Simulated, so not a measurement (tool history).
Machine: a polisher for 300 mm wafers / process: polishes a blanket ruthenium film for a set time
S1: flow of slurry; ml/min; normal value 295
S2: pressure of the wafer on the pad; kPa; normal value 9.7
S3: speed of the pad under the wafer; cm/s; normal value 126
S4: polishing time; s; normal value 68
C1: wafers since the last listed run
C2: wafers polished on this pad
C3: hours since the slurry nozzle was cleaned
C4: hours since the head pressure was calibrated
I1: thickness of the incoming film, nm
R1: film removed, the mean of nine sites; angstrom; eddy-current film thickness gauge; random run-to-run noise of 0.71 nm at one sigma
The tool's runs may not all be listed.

Run 1, day 0: usual settings; C1 0; C2 1369; C3 28.3; C4 757.7; I1 465.3. Result: R1 492 angstrom.
Run 2, day 3.425: usual settings; C1 887; C2 2257; C3 110.5; C4 839.9; I1 469.2. Result: R1 492 angstrom.
Run 3, day 6.933: usual settings; C1 909; C2 3167; C3 194.7; C4 924.1; I1 472.6. Result: R1 483 angstrom.
At day 9.558: worn pad replaced by a new one.
Run 4, day 10.483: usual settings; C1 877; C2 239; C3 279.9; C4 1009.3; I1 472.4. Result: R1 544 angstrom.
Run 5, day 14.642: usual settings; C1 1077; C2 1317; C3 379.7; C4 1109.1; I1 476.2. Result: R1 516 angstrom.
At day 15.767: head pressure recalibrated.
At day 16.358: slurry nozzle cleaned.
Run 6, day 18.471: usual settings but S3 92 cm/s, S4 85 s; C1 960; C2 2277; C3 50.7; C4 64.9; I1 476.5. Result: R1 465 angstrom.
Run 7, day 21.683: usual settings; C1 832; C2 3110; C3 127.8; C4 142; I1 461.7. Result: R1 500 angstrom.
At day 23.488: worn pad replaced by a new one.
Run 8, day 25.7: usual settings; C1 997; C2 573; C3 224.2; C4 238.4; I1 467.7. Result: R1 529 angstrom.
Run 9, day 28.362: usual settings; C1 690; C2 1263; C3 288.1; C4 302.3; I1 472.7. Result: R1 509 angstrom.
Run 10, day 31.208: usual settings but S2 9 kPa; C1 737; C2 2001; C3 356.4; C4 370.6; I1 476.4. Result: R1 463 angstrom.
At day 36.629: worn pad replaced by a new one.
At day 36.829: slurry nozzle cleaned.
Run 11, day 37.883: usual settings but S2 9 kPa; C1 1676; C2 314; C3 25.3; C4 530.8; I1 460.5. Result: R1 500 angstrom.
Run 12, day 40.667: usual settings; C1 721; C2 1036; C3 92.1; C4 597.6; I1 475.1. Result: R1 512 angstrom.
Run 13, day 42.358: usual settings but S4 55 s; C1 438; C2 1474; C3 132.7; C4 638.2; I1 470. Result: R1 416 angstrom.
Run 14, day 44.533: usual settings but S1 400 ml/min, S2 8.3 kPa; C1 563; C2 2038; C3 184.9; C4 690.4; I1 467.7. Result: R1 442 angstrom.
Run 15, day 46.579: usual settings but S1 240 ml/min, S3 112 cm/s, S4 46 s; C1 530; C2 2568; C3 234; C4 739.5; I1 473.2. Result: R1 288 angstrom.
Run 16, day 50.879: usual settings; C1 1114; C2 3683; C3 337.2; C4 842.7; I1 466. Result: R1 496 angstrom.
At day 52.104: worn pad replaced by a new one.
Run 17, day 53.154: usual settings but S1 215 ml/min, S3 152 cm/s; C1 546; C2 272; C3 391.8; C4 897.3; I1 472.8. Result: R1 645 angstrom.
Run 18, day 54.7: usual settings but S1 365 ml/min, S3 106 cm/s, S4 91 s; C1 400; C2 673; C3 428.9; C4 934.4; I1 472. Result: R1 610 angstrom.
Run 19, day 57.475: usual settings; C1 719; C2 1392; C3 495.5; C4 1001; I1 461.6. Result: R1 508 angstrom.
At day 58.433: slurry nozzle cleaned.
At day 58.521: head pressure recalibrated.
Run 20, day 60.75: usual settings but S1 335 ml/min, S3 146 cm/s, S4 89 s; C1 816; C2 2208; C3 55.6; C4 53.5; I1 471.2. Result: R1 784 angstrom.
Run 21, day 63.046: usual settings but S1 360 ml/min, S2 7.6 kPa, S3 164 cm/s, S4 60 s; C1 595; C2 2804; C3 110.7; C4 108.6; I1 463.3. Result: R1 462 angstrom.
Run 22, day 65.433: usual settings but S1 330 ml/min, S2 12.4 kPa, S3 154 cm/s, S4 90 s; C1 618; C2 3422; C3 168; C4 165.9; I1 476.3. Result: R1 1024 angstrom.
At day 67.079: worn pad replaced by a new one.
Run 23, day 69.462: usual settings but S1 390 ml/min, S2 11.7 kPa, S3 160 cm/s, S4 49 s; C1 1001; C2 617; C3 264.7; C4 262.6; I1 470.1. Result: R1 598 angstrom.
Run 24, day 73.904: usual settings; C1 1151; C2 1769; C3 371.3; C4 369.2; I1 464.3. Result: R1 487 angstrom.

What if the next run were any one of these 3? Each begins from the tool's condition after run 24:
Run A, day 73.921: usual settings but S1 365 ml/min; C1 4; C2 1773; C3 371.7; C4 369.6; I1 467.1. Result: R1 ?.
Run B, day 73.921: usual settings but S1 210 ml/min, S2 11.7 kPa, S3 96 cm/s, S4 86 s; C1 4; C2 1773; C3 371.7; C4 369.6; I1 467.1. Result: R1 ?.
Run C, day 73.921: usual settings but S1 250 ml/min, S2 6.9 kPa, S3 92 cm/s, S4 44 s; C1 4; C2 1773; C3 371.7; C4 369.6; I1 467.1. Result: R1 ?.

run   R1
  A  509
  B  561
  C  166
With no hidden state in the tool, these same runs would have given:
run   R1
  A  578
  B  637
  C  188

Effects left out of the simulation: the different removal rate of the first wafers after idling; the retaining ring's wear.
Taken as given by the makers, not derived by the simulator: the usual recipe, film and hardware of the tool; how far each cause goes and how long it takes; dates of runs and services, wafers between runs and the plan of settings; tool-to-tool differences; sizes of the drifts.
